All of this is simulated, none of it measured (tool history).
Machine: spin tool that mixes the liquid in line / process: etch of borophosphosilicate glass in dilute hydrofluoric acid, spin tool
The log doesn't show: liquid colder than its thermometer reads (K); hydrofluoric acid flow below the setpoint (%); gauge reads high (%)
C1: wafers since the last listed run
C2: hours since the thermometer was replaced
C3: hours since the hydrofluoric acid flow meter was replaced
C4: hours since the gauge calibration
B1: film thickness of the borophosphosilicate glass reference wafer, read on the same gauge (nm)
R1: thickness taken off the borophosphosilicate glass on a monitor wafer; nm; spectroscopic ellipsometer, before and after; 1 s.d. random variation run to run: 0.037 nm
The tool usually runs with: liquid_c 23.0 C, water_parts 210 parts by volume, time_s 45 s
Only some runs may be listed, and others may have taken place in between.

{"run": 1, "hour": 0.0, "liquid_c": 23.0, "water_parts": 210, "time_s": 30, "C1": 0, "C2": 2883.0, "C3": 1166.7, "C4": 344.2, "B1": 50.0, "R1": 4.32}
{"run": 2, "hour": 18.8, "liquid_c": 23.0, "water_parts": 210, "time_s": 30, "C1": 167, "C2": 2901.8, "C3": 1185.5, "C4": 363.0, "B1": 49.99, "R1": 4.27}
{"run": 3, "hour": 32.3, "liquid_c": 23.0, "water_parts": 210, "time_s": 45, "C1": 120, "C2": 2915.3, "C3": 1199.0, "C4": 376.5, "B1": 50.0, "R1": 6.4}
{"run": 4, "hour": 51.0, "liquid_c": 23.0, "water_parts": 210, "time_s": 45, "C1": 166, "C2": 2934.0, "C3": 1217.7, "C4": 395.2, "B1": 50.01, "R1": 6.37}
{"run": 5, "hour": 67.6, "liquid_c": 20.5, "water_parts": 210, "time_s": 45, "C1": 147, "C2": 2950.6, "C3": 1234.3, "C4": 411.8, "B1": 49.99, "R1": 5.78}
{"run": 6, "hour": 92.3, "liquid_c": 20.5, "water_parts": 210, "time_s": 45, "C1": 219, "C2": 2975.3, "C3": 1259.0, "C4": 436.5, "B1": 49.98, "R1": 5.81}
{"run": 7, "hour": 116.0, "liquid_c": 23.0, "water_parts": 210, "time_s": 45, "C1": 210, "C2": 2999.0, "C3": 1282.7, "C4": 460.2, "B1": 49.99, "R1": 6.47}
{"run": 8, "hour": 149.3, "liquid_c": 23.0, "water_parts": 210, "time_s": 45, "C1": 296, "C2": 3032.3, "C3": 1316.0, "C4": 493.5, "B1": 50.01, "R1": 6.42}
{"run": 9, "hour": 182.7, "liquid_c": 23.0, "water_parts": 210, "time_s": 45, "C1": 297, "C2": 3065.7, "C3": 1349.4, "C4": 526.9, "B1": 49.98, "R1": 6.42}
{"run": 10, "hour": 246.3, "liquid_c": 24.5, "water_parts": 210, "time_s": 65, "C1": 566, "C2": 3129.3, "C3": 1413.0, "C4": 590.5, "B1": 49.98, "R1": 9.8}
{"hour": 254.4, "done": "hydrofluoric acid flow meter replaced"}
{"hour": 254.7, "done": "gauge calibrated"}
{"run": 11, "hour": 268.8, "liquid_c": 23.0, "water_parts": 210, "time_s": 65, "C1": 191, "C2": 3151.8, "C3": 14.4, "C4": 14.1, "B1": 49.99, "R1": 9.18}
{"run": 12, "hour": 288.3, "liquid_c": 23.0, "water_parts": 210, "time_s": 65, "C1": 173, "C2": 3171.3, "C3": 33.9, "C4": 33.6, "B1": 49.99, "R1": 9.18}
{"hour": 296.6, "done": "thermometer replaced"}
{"run": 13, "hour": 324.2, "liquid_c": 20.0, "water_parts": 120, "time_s": 65, "C1": 310, "C2": 27.6, "C3": 69.8, "C4": 69.5, "B1": 50.0, "R1": 15.89}
{"run": 14, "hour": 353.6, "liquid_c": 23.0, "water_parts": 210, "time_s": 45, "C1": 261, "C2": 57.0, "C3": 99.2, "C4": 98.9, "B1": 50.0, "R1": 6.3}
{"run": 15, "hour": 378.1, "liquid_c": 19.5, "water_parts": 210, "time_s": 45, "C1": 218, "C2": 81.5, "C3": 123.7, "C4": 123.4, "B1": 49.97, "R1": 5.6}
{"run": 16, "hour": 403.9, "liquid_c": 23.0, "water_parts": 170, "time_s": 45, "C1": 229, "C2": 107.3, "C3": 149.5, "C4": 149.2, "B1": 50.01, "R1": 8.21}
{"run": 17, "hour": 470.6, "liquid_c": 19.0, "water_parts": 210, "time_s": 30, "C1": 593, "C2": 174.0, "C3": 216.2, "C4": 215.9, "B1": 49.97, "R1": 3.69}
{"run": 18, "hour": 492.4, "liquid_c": 27.0, "water_parts": 180, "time_s": 45, "C1": 194, "C2": 195.8, "C3": 238.0, "C4": 237.7, "B1": 50.0, "R1": 8.92}
{"run": 19, "hour": 525.9, "liquid_c": 26.0, "water_parts": 125, "time_s": 65, "C1": 298, "C2": 229.3, "C3": 271.5, "C4": 271.2, "B1": 50.0, "R1": 19.17}
{"run": 20, "hour": 569.2, "liquid_c": 23.0, "water_parts": 210, "time_s": 45, "C1": 385, "C2": 272.6, "C3": 314.8, "C4": 314.5, "B1": 49.99, "R1": 6.34}
{"run": 21, "hour": 588.2, "liquid_c": 21.0, "water_parts": 210, "time_s": 60, "C1": 169, "C2": 291.6, "C3": 333.8, "C4": 333.5, "B1": 49.98, "R1": 7.92}
{"run": 22, "hour": 602.3, "liquid_c": 26.0, "water_parts": 315, "time_s": 65, "C1": 125, "C2": 305.7, "C3": 347.9, "C4": 347.6, "B1": 49.98, "R1": 6.12}
{"run": 23, "hour": 627.8, "liquid_c": 23.0, "water_parts": 175, "time_s": 70, "C1": 226, "C2": 331.2, "C3": 373.4, "C4": 373.1, "B1": 50.0, "R1": 12.37}
{"run": 24, "hour": 662.8, "liquid_c": 23.0, "water_parts": 210, "time_s": 45, "C1": 311, "C2": 366.2, "C3": 408.4, "C4": 408.1, "B1": 50.02, "R1": 6.39}

What if the next run were any one of these 5? Each begins from the tool's condition after run 24:
{"run": "A", "hour": 663.2, "liquid_c": 23.0, "water_parts": 210, "time_s": 45, "C1": 3, "C2": 366.6, "C3": 408.8, "C4": 408.5, "B1": "?", "R1": "?"}
{"run": "B", "hour": 663.2, "liquid_c": 21.5, "water_parts": 150, "time_s": 30, "C1": 3, "C2": 366.6, "C3": 408.8, "C4": 408.5, "B1": "?", "R1": "?"}
{"run": "C", "hour": 663.2, "liquid_c": 23.0, "water_parts": 135, "time_s": 45, "C1": 3, "C2": 366.6, "C3": 408.8, "C4": 408.5, "B1": "?", "R1": "?"}
{"run": "D", "hour": 663.2, "liquid_c": 18.0, "water_parts": 310, "time_s": 55, "C1": 3, "C2": 366.6, "C3": 408.8, "C4": 408.5, "B1": "?", "R1": "?"}
{"run": "E", "hour": 663.2, "liquid_c": 26.5, "water_parts": 275, "time_s": 45, "C1": 3, "C2": 366.6, "C3": 408.8, "C4": 408.5, "B1": "?", "R1": "?"}

run=A B1=50.00 R1=6.43
run=B B1=50.00 R1=6.04
run=C B1=50.00 R1=10.85
run=D B1=50.00 R1=4.02
run=E B1=50.00 R1=5.20
What these runs would have given with no unlogged condition in the tool:
run=A R1=6.43
run=B R1=6.04
run=C R1=10.85
run=D R1=4.02
run=E R1=5.20

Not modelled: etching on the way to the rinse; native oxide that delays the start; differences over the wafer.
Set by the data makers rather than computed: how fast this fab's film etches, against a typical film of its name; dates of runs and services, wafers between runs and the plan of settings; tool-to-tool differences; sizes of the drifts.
